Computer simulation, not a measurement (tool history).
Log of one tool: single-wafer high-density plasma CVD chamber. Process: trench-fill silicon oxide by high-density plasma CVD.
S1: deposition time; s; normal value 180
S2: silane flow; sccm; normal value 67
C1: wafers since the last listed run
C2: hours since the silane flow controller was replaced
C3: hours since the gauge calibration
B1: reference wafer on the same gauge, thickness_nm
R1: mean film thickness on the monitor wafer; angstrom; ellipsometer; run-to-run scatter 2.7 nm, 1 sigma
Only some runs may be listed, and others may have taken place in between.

run,hour,S1,S2,C1,C2,C3,B1,R1
1,0,180,67,0,1258.7,580.1,1270.787,11808.32
2,21.1,180,67,145,1279.8,601.2,1270.192,11802.81
3,45.5,180,73,168,1304.2,625.6,1269.967,12740.28
4,79.7,164,72,236,1338.4,659.8,1269.801,11525.45
5,94.4,164,72,101,1353.1,674.5,1270.531,11525.95
6,117.6,180,67,160,1376.3,697.7,1269.836,11845.84
7,145.5,180,67,192,1404.2,725.6,1270.891,11844.46
8,160.8,180,67,105,1419.5,740.9,1270.007,11834.11
9,194.1,180,67,230,1452.8,774.2,1269.126,11810.87
10,220.9,180,67,185,1479.6,801,1269.793,11775.7
11,242.2,180,67,147,1500.9,822.3,1270.47,11783.7
12,265.3,162,67,159,1524,845.4,1269.67,10595.08
13,358,162,67,640,1616.7,938.1,1271.211,10555.77
14,390.1,180,67,221,1648.8,970.2,1270.144,11803.19
15,403.7,180,67,93,1662.4,983.8,1270.194,11703.75
16,418,180,67,98,1676.7,998.1,1270.08,11774.3
17,525.2,180,67,740,1783.9,1105.3,1268.63,11700.34
18,541.7,180,61,113,1800.4,1121.8,1270.08,10783.8
19,567.3,180,61,176,1826,1147.4,1270.576,10730.32
20,598.3,180,61,214,1857,1178.4,1269.425,10800.5
21,613.4,195,62,104,1872.1,1193.5,1270.279,11863.06
22,625.5,180,67,83,1884.2,1205.6,1270.378,11711.09
23,660,215,60,238,1918.7,1240.1,1270.29,12637.14
24,677.2,149,73,118,1935.9,1257.3,1269.757,10436.17
25,690,162,67,88,1948.7,1270.1,1269.629,10491.99
26,709.7,204,78,136,1968.4,1289.8,1270.363,15184.19
27,742.7,162,67,227,2001.4,1322.8,1270.125,10554.99
28,756.7,207,77,96,2015.4,1336.8,1270.107,15156.66
# hour 771.6: gauge calibrated
29,775.6,150,71,130,2034.3,4,1269.654,10227.04
# hour 798: silane flow controller replaced
30,807,201,60,161,9,35.4,1270.518,12152.85
31,829.2,164,67,153,31.2,57.6,1270.859,10978.59
32,858.1,154,54,199,60.1,86.5,1269.38,8493.18
33,898.4,168,76,278,100.4,126.8,1269.973,12606.85
34,928.2,180,79,205,130.2,156.6,1269.872,13934.43
35,945,180,67,116,147,173.4,1270.091,12002.85
36,969.5,165,55,169,171.5,197.9,1270.124,9239.45
37,988.6,180,67,131,190.6,217,1270.148,11977.4
38,1001.8,147,73,91,203.8,230.2,1270.457,10602.2
39,1033.8,211,56,221,235.8,262.2,1270.287,12010.98
40,1069.1,201,57,243,271.1,297.5,1269.764,11617.66
41,1101.6,180,67,224,303.6,330,1269.685,12007.8
42,1191.6,180,67,621,393.6,420,1271.301,12051.33
43,1225,148,74,230,427,453.4,1270.15,10817.5
44,1255,180,62,207,457,483.4,1269.413,11185.24
45,1276,180,67,145,478,504.4,1269.773,12014.58

Give the tool's hidden conditions for every run:
gauge reads high (%): 0 across all the runs
H1: delivered silane flow above the setpoint (%)
run,H1
1,-0.885
2,-0.919
3,-0.96
4,-1.02
5,-1.04
6,-1.08
7,-1.13
8,-1.16
9,-1.22
10,-1.27
11,-1.31
12,-1.36
13,-1.55
14,-1.61
15,-1.64
16,-1.67
17,-1.91
18,-1.95
19,-2.01
20,-2.08
21,-2.12
22,-2.15
23,-2.23
24,-2.28
25,-2.31
26,-2.36
27,-2.44
28,-2.48
29,-2.53
30,0.895
31,0.895
32,0.893
33,0.889
34,0.884
35,0.881
36,0.876
37,0.872
38,0.868
39,0.859
40,0.848
41,0.836
42,0.796
43,0.778
44,0.761
45,0.748

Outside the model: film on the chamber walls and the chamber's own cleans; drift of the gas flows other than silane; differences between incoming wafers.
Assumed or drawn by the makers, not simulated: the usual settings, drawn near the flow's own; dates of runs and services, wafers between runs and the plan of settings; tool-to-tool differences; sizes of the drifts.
